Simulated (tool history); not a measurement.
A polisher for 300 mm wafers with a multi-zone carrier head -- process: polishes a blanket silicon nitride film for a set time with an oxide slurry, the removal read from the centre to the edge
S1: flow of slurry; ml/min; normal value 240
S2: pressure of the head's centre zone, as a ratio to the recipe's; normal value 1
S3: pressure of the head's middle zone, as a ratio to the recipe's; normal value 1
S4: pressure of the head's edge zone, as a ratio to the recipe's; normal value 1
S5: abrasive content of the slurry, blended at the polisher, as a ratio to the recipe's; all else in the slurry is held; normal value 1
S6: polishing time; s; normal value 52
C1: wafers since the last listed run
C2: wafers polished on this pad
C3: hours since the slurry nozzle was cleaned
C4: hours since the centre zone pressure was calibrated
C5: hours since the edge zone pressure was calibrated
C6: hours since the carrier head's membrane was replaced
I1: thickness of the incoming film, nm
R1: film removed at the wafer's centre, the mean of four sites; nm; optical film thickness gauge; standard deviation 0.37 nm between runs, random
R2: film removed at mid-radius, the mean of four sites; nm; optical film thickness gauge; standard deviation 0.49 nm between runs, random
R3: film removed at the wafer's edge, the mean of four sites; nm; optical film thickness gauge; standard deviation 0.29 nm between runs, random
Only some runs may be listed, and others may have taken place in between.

{"run": 1, "hour": 0.0, "S1": 240, "S2": 1, "S3": 1, "S4": 1, "S5": 1, "S6": 52, "C1": 0, "C2": 1729, "C3": 590.9, "C4": 633, "C5": 684.3, "C6": 447.8, "I1": 476.5, "R1": 31.5, "R2": 31.5, "R3": 33.1}
{"run": 2, "hour": 97.2, "S1": 240, "S2": 0.93, "S3": 1, "S4": 1, "S5": 1, "S6": 52, "C1": 553, "C2": 2282, "C3": 688.1, "C4": 730.2, "C5": 781.5, "C6": 545, "I1": 468.2, "R1": 27.8, "R2": 29.9, "R3": 32.4}
{"hour": 125.4, "done": "slurry nozzle cleaned"}
{"hour": 128.3, "done": "worn pad replaced by a new one"}
{"run": 3, "hour": 179.5, "S1": 240, "S2": 0.93, "S3": 1, "S4": 1, "S5": 1, "S6": 52, "C1": 446, "C2": 291, "C3": 54.1, "C4": 812.5, "C5": 863.8, "C6": 627.3, "I1": 470.2, "R1": 32.2, "R2": 34.2, "R3": 35.6}
{"run": 4, "hour": 256.1, "S1": 240, "S2": 0.93, "S3": 1, "S4": 1, "S5": 1, "S6": 52, "C1": 436, "C2": 727, "C3": 130.7, "C4": 889.1, "C5": 940.4, "C6": 703.9, "I1": 461.9, "R1": 31.2, "R2": 33.7, "R3": 35.2}
{"run": 5, "hour": 302.0, "S1": 240, "S2": 1, "S3": 0.93, "S4": 1, "S5": 1, "S6": 52, "C1": 261, "C2": 988, "C3": 176.6, "C4": 935, "C5": 986.3, "C6": 749.8, "I1": 479.2, "R1": 33.5, "R2": 31.7, "R3": 35.1}
{"hour": 330.6, "done": "edge zone pressure recalibrated"}
{"run": 6, "hour": 348.2, "S1": 240, "S2": 1, "S3": 0.93, "S4": 1, "S5": 1, "S6": 52, "C1": 251, "C2": 1240, "C3": 222.8, "C4": 981.2, "C5": 17.6, "C6": 796, "I1": 470.8, "R1": 33.9, "R2": 31.2, "R3": 34.5}
{"run": 7, "hour": 448.7, "S1": 310, "S2": 1, "S3": 1, "S4": 1, "S5": 1, "S6": 52, "C1": 572, "C2": 1812, "C3": 323.3, "C4": 1081.7, "C5": 118.1, "C6": 896.5, "I1": 464.6, "R1": 33.2, "R2": 33.5, "R3": 34.4}
{"run": 8, "hour": 548.2, "S1": 305, "S2": 1, "S3": 1, "S4": 1, "S5": 1, "S6": 61, "C1": 566, "C2": 2378, "C3": 422.8, "C4": 1181.2, "C5": 217.6, "C6": 996, "I1": 471.7, "R1": 38.3, "R2": 38.5, "R3": 40.1}
{"run": 9, "hour": 654.7, "S1": 240, "S2": 0.96, "S3": 0.92, "S4": 0.96, "S5": 1, "S6": 52, "C1": 606, "C2": 2984, "C3": 529.3, "C4": 1287.7, "C5": 324.1, "C6": 1102.5, "I1": 461.4, "R1": 29.8, "R2": 29.1, "R3": 31.5}
{"hour": 675.1, "done": "worn pad replaced by a new one"}
{"hour": 704.4, "done": "centre zone pressure recalibrated"}
{"run": 10, "hour": 722.7, "S1": 240, "S2": 0.96, "S3": 0.91, "S4": 1, "S5": 1, "S6": 52, "C1": 352, "C2": 259, "C3": 597.3, "C4": 18.3, "C5": 392.1, "C6": 1170.5, "I1": 472.4, "R1": 30.8, "R2": 30.4, "R3": 33.9}
{"run": 11, "hour": 819.3, "S1": 240, "S2": 1, "S3": 1, "S4": 1.1, "S5": 1, "S6": 52, "C1": 549, "C2": 809, "C3": 693.9, "C4": 114.9, "C5": 488.7, "C6": 1267.1, "I1": 466.5, "R1": 31.4, "R2": 30.6, "R3": 34.2}
{"hour": 897.9, "done": "slurry nozzle cleaned"}
{"run": 12, "hour": 913.6, "S1": 315, "S2": 1, "S3": 1, "S4": 1, "S5": 1.25, "S6": 36, "C1": 531, "C2": 1340, "C3": 15.7, "C4": 209.2, "C5": 583, "C6": 1361.4, "I1": 469.1, "R1": 26.7, "R2": 25.5, "R3": 27.1}
{"hour": 983.4, "done": "carrier head's membrane replaced by a new one"}
{"run": 13, "hour": 1013.3, "S1": 240, "S2": 1, "S3": 1, "S4": 1, "S5": 1, "S6": 41, "C1": 539, "C2": 1879, "C3": 115.4, "C4": 308.9, "C5": 682.7, "C6": 29.9, "I1": 468.6, "R1": 25.3, "R2": 24.8, "R3": 26.4}
{"run": 14, "hour": 1085.4, "S1": 240, "S2": 1, "S3": 1.05, "S4": 1, "S5": 1.2, "S6": 65, "C1": 410, "C2": 2289, "C3": 187.5, "C4": 381, "C5": 754.8, "C6": 102, "I1": 472.9, "R1": 43.6, "R2": 44.3, "R3": 45.5}
{"hour": 1152.1, "done": "worn pad replaced by a new one"}
{"hour": 1292.6, "done": "edge zone pressure recalibrated"}
{"run": 15, "hour": 1395.7, "S1": 240, "S2": 1, "S3": 1, "S4": 1, "S5": 1, "S6": 52, "C1": 1732, "C2": 1375, "C3": 497.8, "C4": 691.3, "C5": 103.1, "C6": 412.3, "I1": 479.3, "R1": 31.6, "R2": 31.2, "R3": 32.8}
{"run": 16, "hour": 1471.9, "S1": 240, "S2": 1, "S3": 1, "S4": 1, "S5": 1, "S6": 52, "C1": 433, "C2": 1808, "C3": 574, "C4": 767.5, "C5": 179.3, "C6": 488.5, "I1": 471.6, "R1": 30.9, "R2": 29.8, "R3": 32.5}
{"run": 17, "hour": 1514.9, "S1": 285, "S2": 1, "S3": 1, "S4": 1, "S5": 1, "S6": 52, "C1": 244, "C2": 2053, "C3": 617, "C4": 810.5, "C5": 222.3, "C6": 531.5, "I1": 474.1, "R1": 32.1, "R2": 31, "R3": 33.5}
{"run": 18, "hour": 1593.7, "S1": 240, "S2": 1, "S3": 1, "S4": 1, "S5": 1, "S6": 52, "C1": 448, "C2": 2502, "C3": 695.8, "C4": 889.3, "C5": 301.1, "C6": 610.3, "I1": 466.6, "R1": 29.6, "R2": 29.5, "R3": 31.3}
{"run": 19, "hour": 1640.5, "S1": 180, "S2": 1, "S3": 1, "S4": 1.06, "S5": 1, "S6": 52, "C1": 266, "C2": 2768, "C3": 742.6, "C4": 936.1, "C5": 347.9, "C6": 657.1, "I1": 469.8, "R1": 26.4, "R2": 26.4, "R3": 29.8}
{"hour": 1698.5, "done": "worn pad replaced by a new one"}
{"hour": 1715.7, "done": "slurry nozzle cleaned"}
{"run": 20, "hour": 1772.9, "S1": 175, "S2": 1.08, "S3": 1, "S4": 1, "S5": 1, "S6": 52, "C1": 725, "C2": 418, "C3": 57.2, "C4": 1068.5, "C5": 480.3, "C6": 789.5, "I1": 479, "R1": 35.3, "R2": 31.4, "R3": 34.1}
{"run": 21, "hour": 1880.6, "S1": 240, "S2": 0.93, "S3": 1.06, "S4": 1.08, "S5": 1, "S6": 52, "C1": 613, "C2": 1031, "C3": 164.9, "C4": 1176.2, "C5": 588, "C6": 897.2, "I1": 474.1, "R1": 30.9, "R2": 35.2, "R3": 36.2}

How would selected steps in R1 from run to run divide? Give the signed amount a tool lacking its hidden state would still show from settings, what came in and random variation, and the signed amount left for the hidden state, including any gauge scatter that is not in both of the compared results.
Hidden state at play: removal rate lost through wear of the pad, %; slurry flow missing at the pad, %; deviation of the centre zone's pressure from its setpoint, %; deviation of the edge zone's pressure from its setpoint, %.
Run 2 -> 3: slurry nozzle cleaned, worn pad replaced by a new one. R1 +4.4 nm: hidden state +4.2, all else +0.2.
Run 13 -> 14: S3 1 -> 1.05, S5 1 -> 1.2, S6 41 -> 65. R1 +18.3 nm: hidden state -2.5, all else +20.8.
Run 14 -> 15: S3 1.05 -> 1, S5 1.2 -> 1, S6 65 -> 52, worn pad replaced by a new one, edge zone pressure recalibrated. R1 -12 nm: hidden state +0.9, all else -12.9.
Run 19 -> 20: S1 180 -> 175, S2 1 -> 1.08, S4 1.06 -> 1, worn pad replaced by a new one, slurry nozzle cleaned. R1 +8.9 nm: hidden state +6.3, all else +2.6.
